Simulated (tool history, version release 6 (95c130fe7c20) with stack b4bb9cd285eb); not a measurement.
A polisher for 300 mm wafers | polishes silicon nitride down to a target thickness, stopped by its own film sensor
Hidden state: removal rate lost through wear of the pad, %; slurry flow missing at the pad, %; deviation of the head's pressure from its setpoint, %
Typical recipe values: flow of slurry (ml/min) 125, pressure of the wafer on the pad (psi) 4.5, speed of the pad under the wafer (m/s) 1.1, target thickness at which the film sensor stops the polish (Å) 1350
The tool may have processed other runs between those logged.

run   hour  flow of slurry (ml/min)  pressure of the wafer on the pad (psi)  speed of the pad under the wafer (m/s)  target thickness at which the film sensor stops the polish (Å)  wafers since the last listed run  wafers polished on this pad  hours since the slurry nozzle was cleaned  hours since the head pressure was calibrated  incoming thickness of the incoming film, nm  time until the film sensor stopped the polish (s)
  1      0                      125                                     4.5                                     1.1                                                            1350                                 0                          312                                      109.6                                         775.2                                        313.1                                                 78
  2   63.1                      125                                     4.5                                     1.1                                                            1350                               552                          864                                      172.7                                         838.3                                          311                                               80.8
  3  114.2                      125                                     5.2                                     1.1                                                            1350                               447                         1311                                      223.8                                         889.4                                        306.9                                               67.7
  4  150.2                      125                                     4.5                                     1.1                                                            1350                               315                         1626                                      259.8                                         925.4                                        307.8                                               79.7
       190  -- worn pad replaced by a new one
  5  211.4                      125                                     4.5                                     1.1                                                            1350                               500                          187                                        321                                         986.6                                        315.9                                               81.1
  6  260.4                      125                                     4.5                                     1.1                                                            1350                               428                          616                                        370                                        1035.6                                        310.3                                               79.5
  7  284.9                      125                                     4.5                                     1.1                                                            1350                               214                          830                                      394.5                                        1060.1                                        303.8                                               75.8
  8  315.7                      105                                     4.5                                     1.1                                                            1350                               269                         1100                                      425.3                                        1090.9                                        312.3                                               83.2
  9  350.6                      105                                     4.5                                     1.1                                                            1350                               305                         1405                                      460.2                                        1125.8                                        307.1                                               79.5
 10  404.9                      105                                     4.5                                     1.1                                                            1350                               475                         1881                                      514.5                                        1180.1                                        308.6                                               80.4
     409.1  -- worn pad replaced by a new one
 11  432.6                      125                                     4.5                                    1.24                                                            1350                               207                          205                                      542.2                                        1207.8                                        308.9                                               71.7
     464.4  -- slurry nozzle cleaned
 12  472.6                      125                                     5.2                                     1.1                                                            1350                               341                          546                                        8.2                                        1247.8                                        309.6                                               69.3
 13  522.6                      100                                     5.1                                     1.1                                                            1350                               437                          984                                       58.2                                        1297.8                                        315.6                                               72.5
 14  577.7                      140                                     3.1                                    1.22                                                             790                               482                         1466                                      113.3                                        1352.9                                        312.5                                              140.1
     589.5  -- worn pad replaced by a new one
     609.5  -- head pressure recalibrated
 15  640.1                       90                                     4.9                                     1.4                                                            1600                               493                          425                                      175.7                                          30.6                                        309.8                                               56.7

For run 16, what comes out?
 16  701.3                      125                                     4.5                                     1.1                                                            1760                               535                          961                                      236.9                                          91.8                                        308.9                                                  ?

Run 16 yielded time until the film sensor stopped the polish (s) 59.6.
With the hidden condition absent and the run-to-run variation left alone, this run would have shown time until the film sensor stopped the polish (s) 59.6.
